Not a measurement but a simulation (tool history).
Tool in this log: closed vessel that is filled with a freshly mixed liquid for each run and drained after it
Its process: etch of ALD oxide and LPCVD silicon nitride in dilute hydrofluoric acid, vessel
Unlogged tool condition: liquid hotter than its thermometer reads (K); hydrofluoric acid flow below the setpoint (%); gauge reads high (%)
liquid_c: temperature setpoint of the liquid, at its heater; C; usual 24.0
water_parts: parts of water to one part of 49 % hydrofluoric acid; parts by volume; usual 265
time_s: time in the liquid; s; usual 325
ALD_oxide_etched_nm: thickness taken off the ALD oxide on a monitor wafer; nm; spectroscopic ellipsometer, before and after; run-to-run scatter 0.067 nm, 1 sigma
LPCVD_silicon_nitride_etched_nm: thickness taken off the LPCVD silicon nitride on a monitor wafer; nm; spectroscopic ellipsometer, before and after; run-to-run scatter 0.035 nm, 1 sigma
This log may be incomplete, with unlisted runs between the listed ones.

run     day  liquid_c  water_parts  time_s  wafers since the last listed run  hours since the thermometer was replaced  hours since the hydrofluoric acid flow meter was replaced  hours since the gauge calibration  read-back film thickness of the ALD oxide reference wafer, read on the same gauge (nm)  read-back film thickness of the LPCVD silicon nitride reference wafer, read on the same gauge (nm)  ALD_oxide_etched_nm  LPCVD_silicon_nitride_etched_nm
  1   0.000      24.0          265     265                                 0                                     965.1                                                      986.5                               20.5                                                                                   79.97                                                                                              60.019                15.48                            0.694
  2   0.379      28.5          195     205                               616                                     974.2                                                      995.6                               29.6                                                                                   80.00                                                                                              59.986                20.53                            0.896
  3   0.796      24.0          220     220                               677                                     984.2                                                     1005.6                               39.6                                                                                   80.02                                                                                              59.992                16.33                            0.651
  4   1.308      24.0          265     325                               832                                     996.5                                                     1017.9                               51.9                                                                                   79.97                                                                                              59.993                19.07                            0.796
  5   2.054      20.0          225     325                              1212                                    1014.4                                                     1035.8                               69.8                                                                                   80.01                                                                                              60.016                20.32                            0.786
  6   2.625      24.0          265     325                               927                                    1028.1                                                     1049.5                               83.5                                                                                   80.00                                                                                              59.962                18.97                            0.729
  7   4.388      24.0          365     410                              2864                                    1070.4                                                     1091.8                              125.8                                                                                   79.99                                                                                              59.993                15.63                            0.722
  8   5.117      24.0          265     325                              1185                                    1087.9                                                     1109.3                              143.3                                                                                   80.02                                                                                              60.009                18.92                            0.815
      5.608  -- thermometer replaced
  9   5.625      28.0          360     140                               758                                       0.4                                                     1121.5                              155.5                                                                                   80.00                                                                                              60.010                 5.80                            0.288
 10   6.250      24.0          325     245                              1015                                      15.4                                                     1136.5                              170.5                                                                                   79.97                                                                                              60.009                10.29                            0.445
 11   6.779      24.0          265     165                               860                                      28.1                                                     1149.2                              183.2                                                                                   80.03                                                                                              59.995                 8.97                            0.348
      6.829  -- hydrofluoric acid flow meter replaced
 12   7.442      24.0          265     325                              1009                                      44.0                                                       14.7                              199.1                                                                                   79.99                                                                                              59.980                19.25                            0.747
 13   7.850      20.5          390     435                               663                                      53.8                                                       24.5                              208.9                                                                                   80.02                                                                                              59.989                13.84                            0.552
 14   8.546      24.0          265     325                              1130                                      70.5                                                       41.2                              225.6                                                                                   80.00                                                                                              59.987                19.08                            0.763
 15   8.892      24.0          265     325                               562                                      78.8                                                       49.5                              233.9                                                                                   80.02                                                                                              59.976                19.26                            0.734
 16   9.304      20.5          325     480                               670                                      88.7                                                       59.4                              243.8                                                                                   80.00                                                                                              60.000                19.25                            0.741
 17   9.779      24.0          310     325                               772                                     100.1                                                       70.8                              255.2                                                                                   79.99                                                                                              60.006                15.69                            0.652
 18  10.342      21.0          190     325                               914                                     113.6                                                       84.3                              268.7                                                                                   80.00                                                                                              60.022                26.04                            0.871
 19  10.629      28.0          265     475                               467                                     120.5                                                       91.2                              275.6                                                                                   79.97                                                                                              60.003                32.07                            1.444
 20  11.050      24.0          320     325                               683                                     130.6                                                      101.3                              285.7                                                                                   79.97                                                                                              59.989                15.07                            0.586
 21  11.521      24.0          365     265                               765                                     141.9                                                      112.6                              297.0                                                                                   79.98                                                                                              59.999                10.24                            0.465
 22  12.083      21.0          265     455                               914                                     155.4                                                      126.1                              310.5                                                                                   80.04                                                                                              59.996                24.10                            0.935
 23  12.500      24.0          265     325                               677                                     165.4                                                      136.1                              320.5                                                                                   80.00                                                                                              60.000                19.18                            0.751
     12.571  -- gauge calibrated
 24  12.971      27.5          355     410                               765                                     176.7                                                      147.4                                9.6                                                                                   80.02                                                                                              60.001                18.53                            0.924
 25  13.446      27.5          165     325                               772                                     188.1                                                      158.8                               21.0                                                                                   80.04                                                                                              60.006                39.06                            1.612

Below are 5 alternative next runs, each starting from the tool's condition after run 25. Predict each:
  A  13.475      24.0          265     325                                47                                     188.8                                                      159.5                               21.7                                                                                       ?                                                                                                   ?                    ?                                ?
  B  13.475      20.0          380     325                                47                                     188.8                                                      159.5                               21.7                                                                                       ?                                                                                                   ?                    ?                                ?
  C  13.475      24.0          145     225                                47                                     188.8                                                      159.5                               21.7                                                                                       ?                                                                                                   ?                    ?                                ?
  D  13.475      27.0          265     325                                47                                     188.8                                                      159.5                               21.7                                                                                       ?                                                                                                   ?                    ?                                ?
  E  13.475      22.0          365     495                                47                                     188.8                                                      159.5                               21.7                                                                                       ?                                                                                                   ?                    ?                                ?

run  read-back film thickness of the ALD oxide reference wafer, read on the same gauge (nm)  read-back film thickness of the LPCVD silicon nitride reference wafer, read on the same gauge (nm)  ALD_oxide_etched_nm  LPCVD_silicon_nitride_etched_nm
  A                                                                                   80.03                                                                                              59.992                19.19                            0.734
  B                                                                                   80.03                                                                                              59.992                10.45                            0.403
  C                                                                                   80.03                                                                                              59.992                27.69                            0.924
  D                                                                                   80.03                                                                                              59.992                21.29                            0.880
  E                                                                                   80.03                                                                                              59.992                17.99                            0.721
Had the tool no hidden state, the same runs would have come out as:
run  ALD_oxide_etched_nm  LPCVD_silicon_nitride_etched_nm
  A                19.20                            0.723
  B                10.47                            0.397
  C                27.63                            0.909
  D                21.32                            0.868
  E                18.02                            0.711

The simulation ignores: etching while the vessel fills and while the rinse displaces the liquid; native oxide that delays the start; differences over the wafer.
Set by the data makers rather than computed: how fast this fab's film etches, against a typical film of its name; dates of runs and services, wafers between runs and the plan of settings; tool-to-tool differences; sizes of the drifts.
